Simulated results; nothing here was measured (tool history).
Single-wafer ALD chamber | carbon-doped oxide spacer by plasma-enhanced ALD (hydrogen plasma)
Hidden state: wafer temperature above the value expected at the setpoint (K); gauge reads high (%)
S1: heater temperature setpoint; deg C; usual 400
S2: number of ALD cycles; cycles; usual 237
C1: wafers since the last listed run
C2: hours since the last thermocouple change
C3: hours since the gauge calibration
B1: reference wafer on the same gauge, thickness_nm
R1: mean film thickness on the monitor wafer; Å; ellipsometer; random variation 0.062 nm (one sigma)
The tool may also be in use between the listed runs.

Run 1, hour 0: usual settings but S1 391 deg C; C1 0; C2 916.7; C3 41.7; B1 11.914. Result: R1 120.86 Å.
Run 2, hour 17.9: usual settings but S1 405 deg C, S2 272 cycles; C1 16; C2 934.6; C3 59.6; B1 11.927. Result: R1 136.01 Å.
Run 3, hour 47.8: usual settings but S1 405 deg C, S2 272 cycles; C1 28; C2 964.5; C3 89.5; B1 11.891. Result: R1 135.79 Å.
Run 4, hour 78.5: usual settings but S1 405 deg C, S2 272 cycles; C1 29; C2 995.2; C3 120.2; B1 11.916. Result: R1 135.27 Å.
Run 5, hour 93.9: usual settings; C1 14; C2 1010.6; C3 135.6; B1 11.89. Result: R1 121.06 Å.
Run 6, hour 110.4: usual settings; C1 15; C2 1027.1; C3 152.1; B1 11.877. Result: R1 120.41 Å.
Run 7, hour 129.6: usual settings but S1 411 deg C; C1 18; C2 1046.3; C3 171.3; B1 11.908. Result: R1 115.39 Å.
Run 8, hour 155.7: usual settings but S1 411 deg C; C1 24; C2 1072.4; C3 197.4; B1 11.908. Result: R1 115.92 Å.
Run 9, hour 174.8: usual settings; C1 18; C2 1091.5; C3 216.5; B1 11.945. Result: R1 120.77 Å.
Run 10, hour 189.3: usual settings but S1 395 deg C, S2 250 cycles; C1 13; C2 1106; C3 231; B1 11.904. Result: R1 126.39 Å.
Run 11, hour 214.3: usual settings; C1 23; C2 1131; C3 256; B1 11.906. Result: R1 120.28 Å.
Run 12, hour 230: usual settings; C1 14; C2 1146.7; C3 271.7; B1 11.916. Result: R1 119.81 Å.
Run 13, hour 251: usual settings; C1 19; C2 1167.7; C3 292.7; B1 11.891. Result: R1 118.85 Å.
Run 14, hour 276.3: usual settings; C1 23; C2 1193; C3 318; B1 11.9. Result: R1 119.63 Å.
Run 15, hour 311.2: usual settings; C1 32; C2 1227.9; C3 352.9; B1 11.905. Result: R1 120.47 Å.
Run 16, hour 339.5: usual settings but S1 412 deg C, S2 206 cycles; C1 26; C2 1256.2; C3 381.2; B1 11.881. Result: R1 99.52 Å.
Run 17, hour 374.3: usual settings but S1 412 deg C, S2 206 cycles; C1 32; C2 1291; C3 416; B1 11.87. Result: R1 100.15 Å.
Run 18, hour 405.7: usual settings but S1 388 deg C; C1 29; C2 1322.4; C3 447.4; B1 11.905. Result: R1 120.13 Å.
Run 19, hour 421: usual settings but S1 388 deg C; C1 14; C2 1337.7; C3 462.7; B1 11.878. Result: R1 120.7 Å.
Run 20, hour 434: usual settings but S1 388 deg C; C1 12; C2 1350.7; C3 475.7; B1 11.923. Result: R1 119.67 Å.
Run 21, hour 459.1: usual settings but S1 414 deg C, S2 265 cycles; C1 23; C2 1375.8; C3 500.8; B1 11.923. Result: R1 128.56 Å.
Run 22, hour 564.4: usual settings but S1 388 deg C, S2 191 cycles; C1 99; C2 1481.1; C3 606.1; B1 11.873. Result: R1 96.53 Å.
Run 23, hour 599.6: usual settings; C1 33; C2 1516.3; C3 641.3; B1 11.904. Result: R1 120.05 Å.
Run 24, hour 622.4: usual settings but S1 387 deg C, S2 252 cycles; C1 21; C2 1539.1; C3 664.1; B1 11.898. Result: R1 128.71 Å.
Run 25, hour 651.6: usual settings but S1 408 deg C, S2 271 cycles; C1 27; C2 1568.3; C3 693.3; B1 11.892. Result: R1 133.67 Å.
Run 26, hour 668.3: usual settings but S1 395 deg C, S2 197 cycles; C1 15; C2 1585; C3 710; B1 11.901. Result: R1 99.15 Å.
Run 27, hour 681.1: usual settings but S2 202 cycles; C1 12; C2 1597.8; C3 722.8; B1 11.899. Result: R1 101.96 Å.
Run 28, hour 702.4: usual settings but S1 408 deg C, S2 255 cycles; C1 20; C2 1619.1; C3 744.1; B1 11.905. Result: R1 125.57 Å.
Run 29, hour 722.4: usual settings but S1 391 deg C; C1 18; C2 1639.1; C3 764.1; B1 11.908. Result: R1 120.72 Å.
Run 30, hour 746.4: usual settings; C1 22; C2 1663.1; C3 788.1; B1 11.923. Result: R1 119.83 Å.
Run 31, hour 778: usual settings but S2 250 cycles; C1 29; C2 1694.7; C3 819.7; B1 11.887. Result: R1 126.37 Å.
At hour 781.7: gauge calibrated.
Run 32, hour 800.5: usual settings but S1 410 deg C, S2 198 cycles; C1 21; C2 1717.2; C3 18.8; B1 11.927. Result: R1 97.43 Å.
Run 33, hour 835.4: usual settings; C1 32; C2 1752.1; C3 53.7; B1 11.898. Result: R1 118.65 Å.
At hour 853.7: thermocouple changed; heater temperature recalibrated.
Run 34, hour 914.1: usual settings but S1 395 deg C, S2 255 cycles; C1 66; C2 60.4; C3 132.4; B1 11.887. Result: R1 129.81 Å.
Run 35, hour 948.1: usual settings but S1 407 deg C, S2 221 cycles; C1 32; C2 94.4; C3 166.4; B1 11.908. Result: R1 109.55 Å.
Run 36, hour 982.2: usual settings but S1 413 deg C, S2 214 cycles; C1 32; C2 128.5; C3 200.5; B1 11.906. Result: R1 103.91 Å.
Run 37, hour 1015.6: usual settings but S1 411 deg C, S2 204 cycles; C1 31; C2 161.9; C3 233.9; B1 11.926. Result: R1 99.6 Å.
Run 38, hour 1043.6: usual settings but S1 388 deg C, S2 204 cycles; C1 26; C2 189.9; C3 261.9; B1 11.895. Result: R1 103.47 Å.
Run 39, hour 1057.2: usual settings; C1 12; C2 203.5; C3 275.5; B1 11.901. Result: R1 120.62 Å.
Run 40, hour 1072.5: usual settings; C1 14; C2 218.8; C3 290.8; B1 11.945. Result: R1 120.9 Å.

Forecast each of these 4 alternatives for the next run:
Run A, hour 1073.3: usual settings; C1 0; C2 219.6; C3 291.6; B1 ?. Result: R1 ?.
Run B, hour 1073.3: usual settings but S1 388 deg C, S2 252 cycles; C1 0; C2 219.6; C3 291.6; B1 ?. Result: R1 ?.
Run C, hour 1073.3: usual settings but S1 413 deg C, S2 260 cycles; C1 0; C2 219.6; C3 291.6; B1 ?. Result: R1 ?.
Run D, hour 1073.3: usual settings but S1 406 deg C, S2 282 cycles; C1 0; C2 219.6; C3 291.6; B1 ?. Result: R1 ?.

run      B1      R1
  A  11.878  119.61
  B  11.878  127.18
  C  11.878  125.38
  D  11.878   139.4
Without the tool's hidden state the same runs would have given:
run      R1
  A  119.61
  B  127.18
  C  125.38
  D   139.4
